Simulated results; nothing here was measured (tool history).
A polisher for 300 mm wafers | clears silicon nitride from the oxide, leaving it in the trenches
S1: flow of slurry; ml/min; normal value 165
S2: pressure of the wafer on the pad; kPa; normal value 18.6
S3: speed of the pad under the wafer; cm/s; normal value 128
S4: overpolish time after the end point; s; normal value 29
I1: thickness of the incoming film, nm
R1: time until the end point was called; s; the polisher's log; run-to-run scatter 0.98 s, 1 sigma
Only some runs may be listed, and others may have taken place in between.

run 1 day=0.000 | S1=165 S2=18.6 S3=128 S4=29 | I1=139.7 | R1=106.4
run 2 day=0.621 | S1=165 S2=18.6 S3=128 S4=29 | I1=141.9 | R1=108.9
run 3 day=1.308 | S1=165 S2=18.6 S3=128 S4=29 | I1=141.2 | R1=108.0
run 4 day=1.696 | S1=165 S2=18.6 S3=128 S4=29 | I1=139.8 | R1=109.0
run 5 day=2.021 | S1=165 S2=18.6 S3=128 S4=29 | I1=141.9 | R1=112.0
run 6 day=2.333 | S1=165 S2=18.6 S3=128 S4=29 | I1=138.3 | R1=107.0
run 7 day=3.054 | S1=165 S2=18.6 S3=128 S4=29 | I1=142.2 | R1=111.3
run 8 day=3.658 | S1=165 S2=18.6 S3=128 S4=29 | I1=141.2 | R1=110.1
run 9 day=4.221 | S1=165 S2=18.6 S3=128 S4=29 | I1=141.6 | R1=110.3
-- day=4.708 worn pad replaced by a new one
run 10 day=4.817 | S1=185 S2=18.6 S3=128 S4=29 | I1=140.5 | R1=111.4
run 11 day=5.133 | S1=185 S2=18.6 S3=128 S4=29 | I1=140.3 | R1=112.6
run 12 day=5.767 | S1=185 S2=18.6 S3=128 S4=29 | I1=139.5 | R1=114.1
run 13 day=6.242 | S1=190 S2=18.6 S3=128 S4=29 | I1=138.3 | R1=111.3
run 14 day=6.862 | S1=165 S2=18.6 S3=128 S4=29 | I1=140.6 | R1=118.4
run 15 day=7.554 | S1=200 S2=14.5 S3=110 S4=37 | I1=141.2 | R1=157.8
-- day=7.742 worn pad replaced by a new one, repeated, since the last time left the tool worse
run 16 day=8.121 | S1=165 S2=18.6 S3=128 S4=29 | I1=140.6 | R1=102.1
-- day=8.279 head pressure recalibrated
-- day=8.396 slurry nozzle cleaned
run 17 day=8.429 | S1=165 S2=18.6 S3=128 S4=29 | I1=139.4 | R1=102.0
run 18 day=9.171 | S1=165 S2=18.6 S3=128 S4=29 | I1=139.8 | R1=104.7
run 19 day=9.725 | S1=125 S2=18.6 S3=128 S4=16 | I1=137.3 | R1=105.7
run 20 day=10.392 | S1=135 S2=13.1 S3=86 S4=44 | I1=140.2 | R1=192.0
run 21 day=10.938 | S1=165 S2=18.6 S3=128 S4=39 | I1=143.0 | R1=107.8
run 22 day=11.479 | S1=165 S2=15.9 S3=148 S4=29 | I1=140.3 | R1=107.2
run 23 day=11.950 | S1=165 S2=18.6 S3=86 S4=17 | I1=141.5 | R1=148.7
run 24 day=12.400 | S1=150 S2=18.6 S3=128 S4=29 | I1=140.3 | R1=110.3
run 25 day=13.133 | S1=130 S2=16.5 S3=128 S4=45 | I1=139.5 | R1=118.2
run 26 day=13.417 | S1=165 S2=18.6 S3=128 S4=29 | I1=140.8 | R1=108.2

Predict each of these 3 candidate next runs independently; none follows another, all start after run 26:
run A day=13.438 | S1=165 S2=13.8 S3=128 S4=29 | I1=139.1 | R1=?
run B day=13.438 | S1=105 S2=22.8 S3=158 S4=40 | I1=139.1 | R1=?
run C day=13.438 | S1=165 S2=20.7 S3=128 S4=34 | I1=139.1 | R1=?

run=A R1=132.8
run=B R1=81.1
run=C R1=99.7
With no hidden state in the tool, these same runs would have given:
run=A R1=124.3
run=B R1=75.9
run=C R1=93.4
